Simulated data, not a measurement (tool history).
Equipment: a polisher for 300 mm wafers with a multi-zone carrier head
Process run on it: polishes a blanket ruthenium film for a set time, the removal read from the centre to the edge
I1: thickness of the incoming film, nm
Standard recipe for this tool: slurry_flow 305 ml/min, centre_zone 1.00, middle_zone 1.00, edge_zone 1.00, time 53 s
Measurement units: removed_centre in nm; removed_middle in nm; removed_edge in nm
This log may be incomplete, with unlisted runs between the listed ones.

Run 1, hour 0.0: usual settings but centre_zone 1.11, middle_zone 0.88, time 63 s; I1 513.8. Result: removed_centre 82.6 nm, removed_middle 65.4 nm, removed_edge 71.9 nm.
At hour 9.0: edge zone pressure recalibrated.
Run 2, hour 41.3: usual settings but time 69 s; I1 508.5. Result: removed_centre 81.5 nm, removed_middle 79.4 nm, removed_edge 77.2 nm.
At hour 78.0: carrier head's membrane replaced by a new one.
Run 3, hour 147.9: usual settings but middle_zone 1.06, time 39 s; I1 503.0. Result: removed_centre 45.4 nm, removed_middle 46.1 nm, removed_edge 43.4 nm.
At hour 190.7: centre zone pressure recalibrated.
Run 4, hour 204.7: usual settings but edge_zone 1.06; I1 508.3. Result: removed_centre 62.4 nm, removed_middle 61.4 nm, removed_edge 63.0 nm.
Run 5, hour 297.2: usual settings but slurry_flow 340 ml/min, edge_zone 1.07; I1 502.8. Result: removed_centre 61.5 nm, removed_middle 61.8 nm, removed_edge 64.6 nm.
Run 6, hour 372.4: usual settings but middle_zone 1.04; I1 504.3. Result: removed_centre 62.0 nm, removed_middle 62.8 nm, removed_edge 59.1 nm.
At hour 386.3: slurry nozzle cleaned.
Run 7, hour 446.0: usual settings but slurry_flow 235 ml/min, middle_zone 0.92; I1 508.2. Result: removed_centre 61.0 nm, removed_middle 56.1 nm, removed_edge 59.8 nm.
Run 8, hour 552.2: usual settings but edge_zone 0.91; I1 515.6. Result: removed_centre 62.5 nm, removed_middle 61.4 nm, removed_edge 57.9 nm.
Run 9, hour 593.4: usual settings but slurry_flow 340 ml/min; I1 514.3. Result: removed_centre 62.4 nm, removed_middle 61.1 nm, removed_edge 61.7 nm.
Run 10, hour 695.6: usual settings but edge_zone 0.90; I1 507.6. Result: removed_centre 63.0 nm, removed_middle 60.1 nm, removed_edge 58.2 nm.
At hour 771.4: worn pad replaced by a new one.
Run 11, hour 772.1: usual settings but slurry_flow 255 ml/min, edge_zone 1.12; I1 505.2. Result: removed_centre 60.9 nm, removed_middle 59.1 nm, removed_edge 63.9 nm.
Run 12, hour 837.7: usual settings; I1 510.9. Result: removed_centre 62.6 nm, removed_middle 61.7 nm, removed_edge 60.2 nm.
Run 13, hour 908.6: usual settings but centre_zone 1.05, edge_zone 0.89, time 68 s; I1 511.1. Result: removed_centre 82.8 nm, removed_middle 77.8 nm, removed_edge 71.6 nm.
At hour 934.8: carrier head's membrane replaced by a new one.
At hour 958.1: centre zone pressure recalibrated.
Run 14, hour 1009.8: usual settings but centre_zone 1.04, edge_zone 0.89; I1 514.6. Result: removed_centre 64.7 nm, removed_middle 61.5 nm, removed_edge 57.3 nm.
Run 15, hour 1081.2: usual settings but slurry_flow 385 ml/min, middle_zone 0.91, edge_zone 1.11, time 66 s; I1 516.9. Result: removed_centre 79.0 nm, removed_middle 71.7 nm, removed_edge 80.2 nm.
Run 16, hour 1136.6: usual settings; I1 511.2. Result: removed_centre 61.8 nm, removed_middle 59.3 nm, removed_edge 60.4 nm.
At hour 1151.9: slurry nozzle cleaned.
At hour 1219.5: edge zone pressure recalibrated.
Run 17, hour 1233.7: usual settings but slurry_flow 330 ml/min, edge_zone 1.09, time 72 s; I1 513.1. Result: removed_centre 83.5 nm, removed_middle 85.0 nm, removed_edge 85.5 nm.
At hour 1546.7: worn pad replaced by a new one.
Run 18, hour 1548.4: usual settings but centre_zone 1.05, edge_zone 1.06, time 69 s; I1 505.7. Result: removed_centre 85.0 nm, removed_middle 77.4 nm, removed_edge 82.0 nm.
At hour 1571.9: centre zone pressure recalibrated.
Run 19, hour 1647.2: usual settings; I1 501.2. Result: removed_centre 60.6 nm, removed_middle 61.0 nm, removed_edge 58.9 nm.

Expected results for the next run?
At hour 1748.0: carrier head's membrane replaced by a new one.
Run 20, hour 1750.8: usual settings but centre_zone 1.03, edge_zone 0.94, time 48 s; I1 521.5. Result: removed_centre ?, removed_middle ?, removed_edge ?.

{"run 20": {"removed_centre": 58.5, "removed_middle": 55.0, "removed_edge": 52.0}}
Were there no unlogged condition in the tool, this run, its random variation unchanged, would have produced removed_centre 58.5 nm, removed_middle 55.0 nm, removed_edge 52.0 nm.

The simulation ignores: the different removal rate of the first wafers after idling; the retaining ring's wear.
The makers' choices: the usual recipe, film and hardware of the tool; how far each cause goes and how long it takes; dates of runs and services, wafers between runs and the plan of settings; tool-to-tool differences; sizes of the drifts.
